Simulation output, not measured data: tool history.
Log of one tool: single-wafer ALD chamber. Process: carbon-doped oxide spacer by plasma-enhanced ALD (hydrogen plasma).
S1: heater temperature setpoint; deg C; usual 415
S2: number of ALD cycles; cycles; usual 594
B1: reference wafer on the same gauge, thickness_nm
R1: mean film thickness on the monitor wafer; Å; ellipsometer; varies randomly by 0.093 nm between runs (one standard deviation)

{"run": 1, "hour": 0.0, "S1": 415, "S2": 594, "B1": 32.788, "R1": 284.92}
{"run": 2, "hour": 41.3, "S1": 415, "S2": 594, "B1": 32.818, "R1": 285.46}
{"run": 3, "hour": 83.5, "S1": 415, "S2": 594, "B1": 32.789, "R1": 288.31}
{"run": 4, "hour": 137.8, "S1": 415, "S2": 594, "B1": 32.81, "R1": 287.12}
{"run": 5, "hour": 194.6, "S1": 415, "S2": 677, "B1": 32.828, "R1": 326.38}
{"run": 6, "hour": 290.9, "S1": 415, "S2": 677, "B1": 32.781, "R1": 326.5}
{"run": 7, "hour": 392.4, "S1": 420, "S2": 594, "B1": 32.807, "R1": 281.66}
{"run": 8, "hour": 475.7, "S1": 420, "S2": 594, "B1": 32.797, "R1": 281.43}
{"run": 9, "hour": 558.8, "S1": 420, "S2": 594, "B1": 32.794, "R1": 282.39}
{"run": 10, "hour": 853.8, "S1": 415, "S2": 594, "B1": 32.833, "R1": 286.18}
{"run": 11, "hour": 941.7, "S1": 415, "S2": 594, "B1": 32.776, "R1": 288.03}
{"hour": 975.5, "done": "thermocouple changed; heater temperature recalibrated"}
{"run": 12, "hour": 1014.6, "S1": 415, "S2": 594, "B1": 32.812, "R1": 282.7}
{"hour": 1066.7, "done": "gauge calibrated"}
{"run": 13, "hour": 1115.1, "S1": 408, "S2": 627, "B1": 32.776, "R1": 304.07}
{"run": 14, "hour": 1201.3, "S1": 411, "S2": 653, "B1": 32.844, "R1": 315.49}
{"run": 15, "hour": 1307.4, "S1": 404, "S2": 480, "B1": 32.801, "R1": 237.03}
{"run": 16, "hour": 1413.1, "S1": 423, "S2": 594, "B1": 32.843, "R1": 274.87}
{"run": 17, "hour": 1506.2, "S1": 430, "S2": 666, "B1": 32.795, "R1": 302.11}
{"run": 18, "hour": 1561.7, "S1": 415, "S2": 706, "B1": 32.817, "R1": 336.94}
{"run": 19, "hour": 1608.6, "S1": 403, "S2": 683, "B1": 32.791, "R1": 337.91}
{"run": 20, "hour": 1656.4, "S1": 415, "S2": 594, "B1": 32.802, "R1": 284.76}
{"run": 21, "hour": 1715.2, "S1": 407, "S2": 564, "B1": 32.793, "R1": 277.62}
{"run": 22, "hour": 1820.2, "S1": 400, "S2": 558, "B1": 32.788, "R1": 275.47}
{"run": 23, "hour": 1862.7, "S1": 415, "S2": 594, "B1": 32.8, "R1": 285.8}
{"run": 24, "hour": 1928.2, "S1": 424, "S2": 533, "B1": 32.804, "R1": 249.27}
{"run": 25, "hour": 1983.7, "S1": 415, "S2": 594, "B1": 32.796, "R1": 286.97}

Branching from run 25: 5 alternative next runs. What would each branch give?
{"run": "A", "hour": 1985.0, "S1": 415, "S2": 658, "B1": "?", "R1": "?"}
{"run": "B", "hour": 1985.0, "S1": 422, "S2": 684, "B1": "?", "R1": "?"}
{"run": "C", "hour": 1985.0, "S1": 429, "S2": 496, "B1": "?", "R1": "?"}
{"run": "D", "hour": 1985.0, "S1": 425, "S2": 670, "B1": "?", "R1": "?"}
{"run": "E", "hour": 1985.0, "S1": 423, "S2": 492, "B1": "?", "R1": "?"}

run=A B1=32.795 R1=318.85
run=B B1=32.795 R1=323.29
run=C B1=32.795 R1=228.52
run=D B1=32.795 R1=313.25
run=E B1=32.795 R1=231.71
Take away the tool's hidden state, keep each run's random variation, and the runs would have read:
run=A R1=312.92
run=B R1=317.13
run=C R1=224.06
run=D R1=307.22
run=E R1=227.28

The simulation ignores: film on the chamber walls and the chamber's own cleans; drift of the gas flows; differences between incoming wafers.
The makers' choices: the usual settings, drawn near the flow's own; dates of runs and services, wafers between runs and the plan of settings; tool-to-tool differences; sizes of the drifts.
